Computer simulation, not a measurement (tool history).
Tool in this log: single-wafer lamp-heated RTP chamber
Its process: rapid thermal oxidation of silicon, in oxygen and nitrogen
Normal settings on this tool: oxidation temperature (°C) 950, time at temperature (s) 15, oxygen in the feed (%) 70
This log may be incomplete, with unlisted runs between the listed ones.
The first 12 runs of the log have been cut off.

| run | hour | oxidation temperature (°C) | time at temperature (s) | oxygen in the feed (%) | read-back reference wafer on the same gauge, thickness | oxide thickness on the monitor wafer (nm) |
|---|---|---|---|---|---|---|
| 13 | 640.9 | 950 | 15 | 80 | 3.11 | 2.811 |
| 14 | 686.1 | 950 | 15 | 80 | 3.11 | 2.816 |
| 15 | 742.6 | 950 | 15 | 70 | 3.111 | 2.757 |
|  | 771.1 | pyrometer window cleaned and pyrometer calibrated |
| 16 | 806.1 | 950 | 15 | 70 | 3.109 | 2.712 |
| 17 | 848.3 | 960 | 12 | 44 | 3.11 | 2.531 |
|  | 852.3 | gauge calibrated |
| 18 | 913 | 950 | 19 | 70 | 3.109 | 2.872 |
|  | 990.7 | oxygen flow controller replaced |
| 19 | 1051.4 | 928 | 15 | 70 | 3.109 | 2.551 |
| 20 | 1078.2 | 968 | 15 | 70 | 3.11 | 2.935 |
| 21 | 1105.4 | 950 | 15 | 53 | 3.11 | 2.63 |
| 22 | 1169.6 | 950 | 15 | 70 | 3.11 | 2.735 |
| 23 | 1200.4 | 962 | 17 | 55 | 3.109 | 2.844 |
| 24 | 1258.8 | 961 | 21 | 70 | 3.109 | 3.136 |
| 25 | 1315.1 | 961 | 20 | 57 | 3.11 | 2.978 |
| 26 | 1374.9 | 923 | 10 | 70 | 3.11 | 2.369 |
|  | 1396.2 | pyrometer window cleaned and pyrometer calibrated |
| 27 | 1416.2 | 929 | 15 | 49 | 3.111 | 2.446 |
| 28 | 1481.9 | 950 | 15 | 70 | 3.11 | 2.704 |
| 29 | 1511.1 | 969 | 20 | 86 | 3.11 | 3.318 |
| 30 | 1537 | 950 | 12 | 98 | 3.11 | 2.727 |
| 31 | 1566.4 | 933 | 21 | 70 | 3.11 | 2.752 |
| 32 | 1606.2 | 950 | 15 | 70 | 3.11 | 2.721 |
| 33 | 1632.4 | 967 | 15 | 88 | 3.109 | 3.056 |

Alternative continuations, all from the tool just after run 33; predict every row:
| A | 1632.9 | 950 | 9 | 70 | ? | ? |
| B | 1632.9 | 932 | 12 | 83 | ? | ? |
| C | 1632.9 | 950 | 20 | 70 | ? | ? |

| run | read-back reference wafer on the same gauge, thickness | oxide thickness on the monitor wafer (nm) |
|---|---|---|
| A | 3.11 | 2.471 |
| B | 3.11 | 2.516 |
| C | 3.11 | 2.917 |
With the hidden condition removed and each run's random variation left untouched, the same runs would have given:
| run | oxide thickness on the monitor wafer (nm) |
|---|---|
| A | 2.455 |
| B | 2.499 |
| C | 2.888 |

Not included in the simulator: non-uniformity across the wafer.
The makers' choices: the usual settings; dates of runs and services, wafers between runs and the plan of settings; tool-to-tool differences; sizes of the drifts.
